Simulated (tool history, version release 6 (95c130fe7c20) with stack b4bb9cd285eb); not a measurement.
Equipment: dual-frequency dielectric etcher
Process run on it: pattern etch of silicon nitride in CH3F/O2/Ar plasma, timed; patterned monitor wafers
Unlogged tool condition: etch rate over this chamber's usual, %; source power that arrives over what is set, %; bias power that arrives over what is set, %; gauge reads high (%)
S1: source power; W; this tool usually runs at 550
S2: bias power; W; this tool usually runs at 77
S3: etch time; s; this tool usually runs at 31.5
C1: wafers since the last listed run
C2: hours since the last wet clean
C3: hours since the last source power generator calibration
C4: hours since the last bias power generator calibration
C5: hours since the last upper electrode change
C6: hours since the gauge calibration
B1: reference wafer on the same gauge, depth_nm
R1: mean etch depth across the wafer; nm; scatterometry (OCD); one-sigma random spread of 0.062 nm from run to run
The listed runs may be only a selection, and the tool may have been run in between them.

{"run": 1, "hour": 0.0, "S1": 640, "S2": 77, "S3": 31.5, "C1": 0, "C2": 350.5, "C3": 1818.4, "C4": 1090.6, "C5": 1901, "C6": 416.7, "B1": 34.91, "R1": 31.04}
{"run": 2, "hour": 63.3, "S1": 640, "S2": 77, "S3": 31.5, "C1": 684, "C2": 413.8, "C3": 1881.7, "C4": 1153.9, "C5": 1964.3, "C6": 480, "B1": 34.91, "R1": 30.94}
{"run": 3, "hour": 102.6, "S1": 550, "S2": 77, "S3": 31.5, "C1": 424, "C2": 453.1, "C3": 1921, "C4": 1193.2, "C5": 2003.6, "C6": 519.3, "B1": 34.91, "R1": 28.63}
{"run": 4, "hour": 142.4, "S1": 550, "S2": 77, "S3": 31.5, "C1": 430, "C2": 492.9, "C3": 1960.8, "C4": 1233, "C5": 2043.4, "C6": 559.1, "B1": 34.91, "R1": 28.65}
{"run": 5, "hour": 208.5, "S1": 550, "S2": 67, "S3": 31.5, "C1": 714, "C2": 559, "C3": 2026.9, "C4": 1299.1, "C5": 2109.5, "C6": 625.2, "B1": 34.89, "R1": 27.32}
{"run": 6, "hour": 250.1, "S1": 550, "S2": 67, "S3": 31.5, "C1": 449, "C2": 600.6, "C3": 2068.5, "C4": 1340.7, "C5": 2151.1, "C6": 666.8, "B1": 34.9, "R1": 27.2}
{"run": 7, "hour": 288.2, "S1": 550, "S2": 67, "S3": 31.5, "C1": 411, "C2": 638.7, "C3": 2106.6, "C4": 1378.8, "C5": 2189.2, "C6": 704.9, "B1": 34.87, "R1": 27.25}
{"hour": 342.6, "done": "wet clean of the chamber"}
{"run": 8, "hour": 343.1, "S1": 550, "S2": 77, "S3": 31.5, "C1": 333, "C2": 0.5, "C3": 2161.5, "C4": 1433.7, "C5": 2244.1, "C6": 759.8, "B1": 34.91, "R1": 29.11}
{"hour": 374.6, "done": "gauge calibrated"}
{"run": 9, "hour": 384.1, "S1": 550, "S2": 77, "S3": 31.5, "C1": 443, "C2": 41.5, "C3": 2202.5, "C4": 1474.7, "C5": 2285.1, "C6": 9.5, "B1": 34.92, "R1": 29.11}
{"hour": 394.0, "done": "source power generator calibrated"}
{"run": 10, "hour": 421.3, "S1": 460, "S2": 77, "S3": 35, "C1": 358, "C2": 78.7, "C3": 27.3, "C4": 1511.9, "C5": 2322.3, "C6": 46.7, "B1": 34.87, "R1": 29.53}
{"hour": 456.5, "done": "upper electrode replaced, of another model than before"}
{"run": 11, "hour": 457.0, "S1": 550, "S2": 77, "S3": 31.5, "C1": 126, "C2": 114.4, "C3": 63, "C4": 1547.6, "C5": 0.5, "C6": 82.4, "B1": 34.88, "R1": 29.17}
{"run": 12, "hour": 477.6, "S1": 550, "S2": 61, "S3": 29, "C1": 222, "C2": 135, "C3": 83.6, "C4": 1568.2, "C5": 21.1, "C6": 103, "B1": 34.91, "R1": 25.73}
{"run": 13, "hour": 513.8, "S1": 620, "S2": 60, "S3": 28, "C1": 391, "C2": 171.2, "C3": 119.8, "C4": 1604.4, "C5": 57.3, "C6": 139.2, "B1": 34.88, "R1": 26.9}
{"run": 14, "hour": 538.9, "S1": 650, "S2": 92, "S3": 24, "C1": 271, "C2": 196.3, "C3": 144.9, "C4": 1629.5, "C5": 82.4, "C6": 164.3, "B1": 34.91, "R1": 25.6}
{"run": 15, "hour": 601.0, "S1": 550, "S2": 77, "S3": 39.5, "C1": 671, "C2": 258.4, "C3": 207, "C4": 1691.6, "C5": 144.5, "C6": 226.4, "B1": 34.91, "R1": 36.33}
{"hour": 621.1, "done": "bias power generator calibrated"}
{"run": 16, "hour": 645.6, "S1": 550, "S2": 77, "S3": 31.5, "C1": 438, "C2": 303, "C3": 251.6, "C4": 24.5, "C5": 189.1, "C6": 271, "B1": 34.87, "R1": 28.96}
{"run": 17, "hour": 691.1, "S1": 550, "S2": 71, "S3": 39, "C1": 491, "C2": 348.5, "C3": 297.1, "C4": 70, "C5": 234.6, "C6": 316.5, "B1": 34.91, "R1": 35.28}
{"run": 18, "hour": 757.7, "S1": 460, "S2": 77, "S3": 35, "C1": 719, "C2": 415.1, "C3": 363.7, "C4": 136.6, "C5": 301.2, "C6": 383.1, "B1": 34.9, "R1": 27.78}
{"run": 19, "hour": 799.6, "S1": 590, "S2": 77, "S3": 36.5, "C1": 452, "C2": 457, "C3": 405.6, "C4": 178.5, "C5": 343.1, "C6": 425, "B1": 34.88, "R1": 35.12}

Hidden condition of the tool, last listed run before each entry between runs versus first listed run after:
Between runs 7 and 8: wet clean of the chamber (hour 342.6)
  etch rate over this chamber's usual, %: -2.06 -> 0.0259
  difference, measured minus the result without the unlogged condition, R1: -0.57 -> +0 nm
Between runs 8 and 9: gauge calibrated (hour 374.6)
  etch rate over this chamber's usual, %: 0.0259 -> -0.0806
  difference, measured minus the result without the unlogged condition, R1: +0 -> -0.02 nm
Between runs 9 and 10: source power generator calibrated (hour 394)
  etch rate over this chamber's usual, %: -0.0806 -> -0.177
  difference, measured minus the result without the unlogged condition, R1: -0.02 -> -0.05 nm
Between runs 10 and 11: upper electrode replaced, of another model than before (hour 456.5)
  etch rate over this chamber's usual, %: -0.177 -> -0.27
  difference, measured minus the result without the unlogged condition, R1: -0.05 -> -0.08 nm
Between runs 15 and 16: bias power generator calibrated (hour 621.1)
  etch rate over this chamber's usual, %: -0.644 -> -0.76
  difference, measured minus the result without the unlogged condition, R1: -0.24 -> -0.22 nm
